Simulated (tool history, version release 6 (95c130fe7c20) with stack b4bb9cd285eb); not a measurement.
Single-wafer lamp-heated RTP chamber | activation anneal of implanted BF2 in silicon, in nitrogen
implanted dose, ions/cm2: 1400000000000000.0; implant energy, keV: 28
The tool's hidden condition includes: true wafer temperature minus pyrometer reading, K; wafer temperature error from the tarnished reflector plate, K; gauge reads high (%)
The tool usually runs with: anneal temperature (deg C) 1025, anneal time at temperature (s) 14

run	hour	anneal temperature (deg C)	anneal time at temperature (s)	wafers since the last listed run	wafers since the last pyrometer calibration	wafers since the reflector plate was cleaned	hours since the gauge calibration	read-back reference wafer on the same gauge, sheet resistance	sheet resistance of the implanted and annealed layer (ohm/square)
1	0.0	1025	14	0	6816	4982	1050.5	137.15	142.94
2	94.9	1025	14	1265	8081	6247	1145.4	137.04	141.01
3	149.5	1025	14	727	8809	6975	1200.0	136.96	138.53
4	222.7	1025	14	975	9785	7951	1273.2	136.75	139.52
# hour 252.9: pyrometer window cleaned and pyrometer calibrated
# hour 309.5: reflector plate cleaned
5	320.7	1025	14	1093	797	149	1371.2	136.89	143.25
6	399.0	1025	14	1043	1841	1193	1449.5	137.11	142.68
7	489.8	1025	14	1210	3052	2404	1540.3	136.90	142.82
8	585.6	1025	14	1277	4329	3681	1636.1	137.10	140.58
9	667.2	1025	14	1087	5417	4769	1717.7	137.22	141.36
10	707.1	1025	14	531	5949	5301	1757.6	137.01	140.63
11	751.0	1025	19	585	6535	5887	1801.5	137.11	133.54
12	797.4	1025	14	618	7153	6505	1847.9	137.22	140.11
13	843.3	1038	14	611	7765	7117	1893.8	137.08	130.11
14	897.8	1038	14	726	8492	7844	1948.3	136.70	129.58
# hour 958.8: pyrometer window cleaned and pyrometer calibrated
15	993.3	1007	14	1166	459	9011	2043.8	137.10	152.00
16	1042.8	1007	14	659	1119	9671	2093.3	137.09	153.14
17	1102.4	1025	14	794	1914	10465	2152.9	136.82	136.27
# hour 1117.4: reflector plate cleaned
18	1375.7	1025	14	3537	5451	3444	2426.2	136.92	140.78
19	1478.3	1025	22	1367	6819	4812	2528.8	136.90	134.19
20	1529.7	1025	14	685	7504	5497	2580.2	137.42	140.89
# hour 1586.9: pyrometer window cleaned and pyrometer calibrated
21	1594.8	1025	14	761	105	6258	2645.3	136.83	139.64
# hour 1803.6: reflector plate cleaned
22	1880.3	1044	21	3699	3805	1022	2930.8	136.86	121.49
23	1985.8	1025	14	1406	5212	2429	3036.3	137.39	142.37
24	2041.3	1040	8	739	5952	3169	3091.8	137.05	139.57
# hour 2096.0: gauge calibrated
25	2147.8	1025	14	1419	7372	4589	51.8	137.07	140.55
26	2196.3	1043	19	646	8019	5235	100.3	137.13	124.04
27	2271.3	1017	14	999	9019	6235	175.3	137.24	148.35
# hour 2362.6: pyrometer window cleaned and pyrometer calibrated
28	2366.8	1025	12	1166	56	7402	270.8	137.32	143.70
29	2468.8	1025	14	1359	1416	8762	372.8	136.93	138.38
# hour 2488.9: reflector plate cleaned
30	2521.6	1048	6	597	2013	435	425.6	137.01	138.55
31	2559.1	1016	14	499	2513	935	463.1	136.79	150.86
32	2625.4	1010	14	883	3397	1819	529.4	136.62	154.34
33	2717.8	1045	9	1231	4629	3051	621.8	136.97	134.88
34	2820.7	1015	21	1371	6001	4423	724.7	137.17	141.11
35	2902.5	1014	20	1090	7091	5514	806.5	137.09	141.42
# hour 2984.3: pyrometer window cleaned and pyrometer calibrated
36	3030.9	1025	14	1605	621	7119	934.9	137.09	139.87
37	3094.9	1025	14	853	1474	7972	998.9	136.90	139.54

Had the tool no unlogged condition, and each run kept its random variation, what would the results have been?
run	sheet resistance of the implanted and annealed layer (ohm/square)
1	145.59
2	144.22
3	142.01
4	143.47
5	143.80
6	143.73
7	144.46
8	142.79
9	144.09
10	143.60
11	136.69
12	143.63
13	133.34
14	133.08
15	158.27
16	159.86
17	141.52
18	142.60
19	136.62
20	143.68
21	142.81
22	122.11
23	143.87
24	141.24
25	143.04
26	126.27
27	152.15
28	147.63
29	142.79
30	139.10
31	151.89
32	156.01
33	136.49
34	144.01
35	144.96
36	143.66
37	143.71
